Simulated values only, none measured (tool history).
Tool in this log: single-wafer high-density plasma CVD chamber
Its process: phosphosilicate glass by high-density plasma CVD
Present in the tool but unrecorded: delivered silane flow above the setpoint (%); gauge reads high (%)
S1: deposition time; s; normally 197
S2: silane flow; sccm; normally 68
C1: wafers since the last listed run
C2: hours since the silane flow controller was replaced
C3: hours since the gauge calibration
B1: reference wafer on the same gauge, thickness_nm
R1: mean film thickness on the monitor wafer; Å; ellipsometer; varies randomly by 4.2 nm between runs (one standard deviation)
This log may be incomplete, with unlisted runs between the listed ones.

run 1 hour=0 | S1=179 S2=68 | C1=0 C2=2360 C3=488.8 | B1=1321.497 | R1=10936.5
run 2 hour=20.1 | S1=179 S2=68 | C1=242 C2=2380.1 C3=508.9 | B1=1321.294 | R1=10941.95
run 3 hour=48.4 | S1=179 S2=68 | C1=341 C2=2408.4 C3=537.2 | B1=1319.924 | R1=10914.85
run 4 hour=69.5 | S1=197 S2=68 | C1=254 C2=2429.5 C3=558.3 | B1=1319.61 | R1=11928.95
run 5 hour=101.1 | S1=197 S2=68 | C1=381 C2=2461.1 C3=589.9 | B1=1318.781 | R1=11972.43
run 6 hour=129.6 | S1=197 S2=68 | C1=343 C2=2489.6 C3=618.4 | B1=1318.635 | R1=11943.14
run 7 hour=156.4 | S1=173 S2=62 | C1=323 C2=2516.4 C3=645.2 | B1=1320.618 | R1=9601.05
run 8 hour=181.5 | S1=173 S2=62 | C1=302 C2=2541.5 C3=670.3 | B1=1319.374 | R1=9679.57
run 9 hour=217.5 | S1=173 S2=62 | C1=434 C2=2577.5 C3=706.3 | B1=1317.744 | R1=9604.98
run 10 hour=252 | S1=197 S2=68 | C1=416 C2=2612 C3=740.8 | B1=1317.6 | R1=12070.77
run 11 hour=272.4 | S1=197 S2=68 | C1=246 C2=2632.4 C3=761.2 | B1=1316.958 | R1=12029.29
run 12 hour=308.4 | S1=197 S2=68 | C1=434 C2=2668.4 C3=797.2 | B1=1317.39 | R1=11983.8
run 13 hour=412.3 | S1=197 S2=60 | C1=1254 C2=2772.3 C3=901.1 | B1=1314.934 | R1=10541.95
run 14 hour=429.1 | S1=197 S2=60 | C1=202 C2=2789.1 C3=917.9 | B1=1313.989 | R1=10546.57
run 15 hour=441.6 | S1=197 S2=68 | C1=150 C2=2801.6 C3=930.4 | B1=1314.764 | R1=11951.6
run 16 hour=466.9 | S1=197 S2=68 | C1=305 C2=2826.9 C3=955.7 | B1=1313.898 | R1=11928.23
run 17 hour=517.3 | S1=197 S2=68 | C1=608 C2=2877.3 C3=1006.1 | B1=1311.672 | R1=11892.96
run 18 hour=534.5 | S1=197 S2=68 | C1=207 C2=2894.5 C3=1023.3 | B1=1311.117 | R1=11949.66
run 19 hour=569 | S1=197 S2=68 | C1=416 C2=2929 C3=1057.8 | B1=1310.176 | R1=11888.15
run 20 hour=591.8 | S1=219 S2=68 | C1=275 C2=2951.8 C3=1080.6 | B1=1309.96 | R1=13283.31
run 21 hour=668.7 | S1=197 S2=68 | C1=928 C2=3028.7 C3=1157.5 | B1=1308.18 | R1=11861.01
run 22 hour=691.8 | S1=197 S2=68 | C1=278 C2=3051.8 C3=1180.6 | B1=1307.032 | R1=11842.14
run 23 hour=710.7 | S1=234 S2=75 | C1=228 C2=3070.7 C3=1199.5 | B1=1307.579 | R1=15456
run 24 hour=800.1 | S1=197 S2=68 | C1=1079 C2=3160.1 C3=1288.9 | B1=1304.453 | R1=11810.36
run 25 hour=899.4 | S1=197 S2=68 | C1=1198 C2=3259.4 C3=1388.2 | B1=1301.152 | R1=11855.98
run 26 hour=920.6 | S1=197 S2=68 | C1=255 C2=3280.6 C3=1409.4 | B1=1300.597 | R1=11791.06
run 27 hour=951.7 | S1=166 S2=78 | C1=375 C2=3311.7 C3=1440.5 | B1=1299.815 | R1=11364.38
run 28 hour=979.3 | S1=197 S2=81 | C1=333 C2=3339.3 C3=1468.1 | B1=1297.185 | R1=14161.42
run 29 hour=997.8 | S1=234 S2=72 | C1=223 C2=3357.8 C3=1486.6 | B1=1295.931 | R1=14830.46
-- hour=1012 gauge calibrated
run 30 hour=1014 | S1=221 S2=58 | C1=195 C2=3374 C3=2 | B1=1323.94 | R1=11487.03
-- hour=1052.4 silane flow controller replaced
run 31 hour=1052.9 | S1=197 S2=68 | C1=372 C2=0.5 C3=40.9 | B1=1324.065 | R1=12008.98

Run 32 is up next; what results do you expect?
run 32 hour=1068.7 | S1=218 S2=68 | C1=190 C2=16.3 C3=56.7 | B1=? | R1=?

{"run 32": {"B1": 1325.163, "R1": 13295.52}}
Take away the tool's hidden state, keep the run-to-run variation as it was, and the same run would have given R1 13255.95 Å.
